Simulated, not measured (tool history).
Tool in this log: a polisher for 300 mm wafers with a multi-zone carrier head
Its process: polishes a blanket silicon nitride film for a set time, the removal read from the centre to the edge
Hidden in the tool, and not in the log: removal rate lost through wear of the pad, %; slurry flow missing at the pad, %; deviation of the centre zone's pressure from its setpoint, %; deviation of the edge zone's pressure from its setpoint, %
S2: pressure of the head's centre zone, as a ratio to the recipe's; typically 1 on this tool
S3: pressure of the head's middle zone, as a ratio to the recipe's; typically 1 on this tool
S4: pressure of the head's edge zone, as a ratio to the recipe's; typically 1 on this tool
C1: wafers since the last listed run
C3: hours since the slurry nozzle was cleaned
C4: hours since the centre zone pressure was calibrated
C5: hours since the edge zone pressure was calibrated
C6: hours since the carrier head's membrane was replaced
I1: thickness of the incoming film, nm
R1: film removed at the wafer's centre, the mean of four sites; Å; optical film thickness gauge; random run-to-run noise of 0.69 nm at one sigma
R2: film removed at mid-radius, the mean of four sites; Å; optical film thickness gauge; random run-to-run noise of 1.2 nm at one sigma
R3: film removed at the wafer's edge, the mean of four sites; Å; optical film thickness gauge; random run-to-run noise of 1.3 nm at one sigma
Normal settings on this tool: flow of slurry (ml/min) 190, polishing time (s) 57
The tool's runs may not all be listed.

Run 1, hour 0: usual settings; C1 0; wafers polished on this pad 1162; C3 80.9; C4 1356.8; C5 1274.3; C6 721.4; I1 647.5. Result: R1 835 Å, R2 834 Å, R3 876 Å.
Run 2, hour 16.8: usual settings; C1 223; wafers polished on this pad 1386; C3 97.7; C4 1373.6; C5 1291.1; C6 738.2; I1 667.7. Result: R1 835 Å, R2 828 Å, R3 853 Å.
Run 3, hour 44.9: usual settings; C1 374; wafers polished on this pad 1761; C3 125.8; C4 1401.7; C5 1319.2; C6 766.3; I1 667. Result: R1 830 Å, R2 828 Å, R3 840 Å.
At hour 62.2: worn pad replaced by a new one.
Run 4, hour 98.8: usual settings but S3 1.05; C1 665; wafers polished on this pad 487; C3 179.7; C4 1455.6; C5 1373.1; C6 820.2; I1 671. Result: R1 831 Å, R2 852 Å, R3 848 Å.
Run 5, hour 114.1: usual settings but S3 1.05; C1 203; wafers polished on this pad 691; C3 195; C4 1470.9; C5 1388.4; C6 835.5; I1 651.8. Result: R1 823 Å, R2 864 Å, R3 857 Å.
At hour 121.2: slurry nozzle cleaned.
Run 6, hour 145.2: usual settings but S3 1.09; C1 401; wafers polished on this pad 1092; C3 24; C4 1502; C5 1419.5; C6 866.6; I1 661.2. Result: R1 854 Å, R2 945 Å, R3 877 Å.
Run 7, hour 180.4: usual settings but flow of slurry (ml/min) 150, S2 1.05; C1 469; wafers polished on this pad 1561; C3 59.2; C4 1537.2; C5 1454.7; C6 901.8; I1 656.6. Result: R1 824 Å, R2 803 Å, R3 838 Å.
At hour 215.1: worn pad replaced by a new one.
Run 8, hour 236.9: usual settings but flow of slurry (ml/min) 150, S2 1.05; C1 699; wafers polished on this pad 291; C3 115.7; C4 1593.7; C5 1511.2; C6 958.3; I1 661.3. Result: R1 818 Å, R2 791 Å, R3 815 Å.
Run 9, hour 249.9: usual settings but polishing time (s) 70; C1 173; wafers polished on this pad 464; C3 128.7; C4 1606.7; C5 1524.2; C6 971.3; I1 652.4. Result: R1 1016 Å, R2 1028 Å, R3 1070 Å.
Run 10, hour 283.8: usual settings; C1 451; wafers polished on this pad 916; C3 162.6; C4 1640.6; C5 1558.1; C6 1005.2; I1 665.7. Result: R1 823 Å, R2 810 Å, R3 844 Å.
At hour 292.8: centre zone pressure recalibrated.
Run 11, hour 341: usual settings but polishing time (s) 45; C1 735; wafers polished on this pad 1652; C3 219.8; C4 48.2; C5 1615.3; C6 1062.4; I1 656.6. Result: R1 650 Å, R2 657 Å, R3 685 Å.
At hour 346.8: slurry nozzle cleaned.
At hour 347.7: worn pad replaced by a new one.
At hour 370.1: carrier head's membrane replaced by a new one.
Run 12, hour 370.6: usual settings but S2 1.04, S3 1.11, S4 0.9, polishing time (s) 48; C1 302; wafers polished on this pad 238; C3 23.8; C4 77.8; C5 1644.9; C6 0.5; I1 659.5. Result: R1 746 Å, R2 805 Å, R3 694 Å.
At hour 386: edge zone pressure recalibrated.
Run 13, hour 466.9: usual settings; C1 1257; wafers polished on this pad 1495; C3 120.1; C4 174.1; C5 80.9; C6 96.8; I1 661.3. Result: R1 844 Å, R2 836 Å, R3 865 Å.
At hour 495.9: worn pad replaced by a new one.
Run 14, hour 499.2: usual settings but flow of slurry (ml/min) 210, S3 1.09, polishing time (s) 71; C1 377; wafers polished on this pad 43; C3 152.4; C4 206.4; C5 113.2; C6 129.1; I1 663.1. Result: R1 1064 Å, R2 1159 Å, R3 1078 Å.
Run 15, hour 532.5: usual settings but flow of slurry (ml/min) 150, S2 1.05; C1 443; wafers polished on this pad 487; C3 185.7; C4 239.7; C5 146.5; C6 162.4; I1 672. Result: R1 822 Å, R2 794 Å, R3 830 Å.
Run 16, hour 566.7: usual settings but flow of slurry (ml/min) 235, S2 0.89, S3 0.92, S4 1.04; C1 455; wafers polished on this pad 943; C3 219.9; C4 273.9; C5 180.7; C6 196.6; I1 655.3. Result: R1 769 Å, R2 800 Å, R3 918 Å.
At hour 576.8: slurry nozzle cleaned.
Run 17, hour 598.2: usual settings but flow of slurry (ml/min) 225, S3 0.94, S4 1.06, polishing time (s) 43; C1 406; wafers polished on this pad 1349; C3 21.4; C4 305.4; C5 212.2; C6 228.1; I1 664.4. Result: R1 667 Å, R2 647 Å, R3 698 Å.
At hour 657.1: worn pad replaced by a new one.
Run 18, hour 681.2: usual settings but S2 1.12; C1 1053; wafers polished on this pad 321; C3 104.4; C4 388.4; C5 295.2; C6 311.1; I1 654.9. Result: R1 930 Å, R2 847 Å, R3 854 Å.
Run 19, hour 702.4: usual settings but S3 1.12, polishing time (s) 49; C1 282; wafers polished on this pad 603; C3 125.6; C4 409.6; C5 316.4; C6 332.3; I1 650.3. Result: R1 721 Å, R2 803 Å, R3 740 Å.

4 options for the next run, each taken on its own from the tool as it stands now. Forecast them:
Run A, hour 702.8: usual settings but S4 1.1; C1 5; wafers polished on this pad 608; C3 126; C4 410; C5 316.8; C6 332.7; I1 658.1. Result: R1 ?, R2 ?, R3 ?.
Run B, hour 702.8: usual settings but S2 0.95, S3 1.05; C1 5; wafers polished on this pad 608; C3 126; C4 410; C5 316.8; C6 332.7; I1 658.1. Result: R1 ?, R2 ?, R3 ?.
Run C, hour 702.8: usual settings but S3 0.93; C1 5; wafers polished on this pad 608; C3 126; C4 410; C5 316.8; C6 332.7; I1 658.1. Result: R1 ?, R2 ?, R3 ?.
Run D, hour 702.8: usual settings but flow of slurry (ml/min) 240, S2 0.88, S4 1.1, polishing time (s) 47; C1 5; wafers polished on this pad 608; C3 126; C4 410; C5 316.8; C6 332.7; I1 658.1. Result: R1 ?, R2 ?, R3 ?.

run   R1   R2   R3
  A  834  844  903
  B  793  880  861
  C  834  794  862
  D  633  725  767
With the hidden condition removed and each run's random variation left untouched, the same runs would have given:
run   R1   R2   R3
  A  865  871  924
  B  822  909  881
  C  865  820  883
  D  651  744  781

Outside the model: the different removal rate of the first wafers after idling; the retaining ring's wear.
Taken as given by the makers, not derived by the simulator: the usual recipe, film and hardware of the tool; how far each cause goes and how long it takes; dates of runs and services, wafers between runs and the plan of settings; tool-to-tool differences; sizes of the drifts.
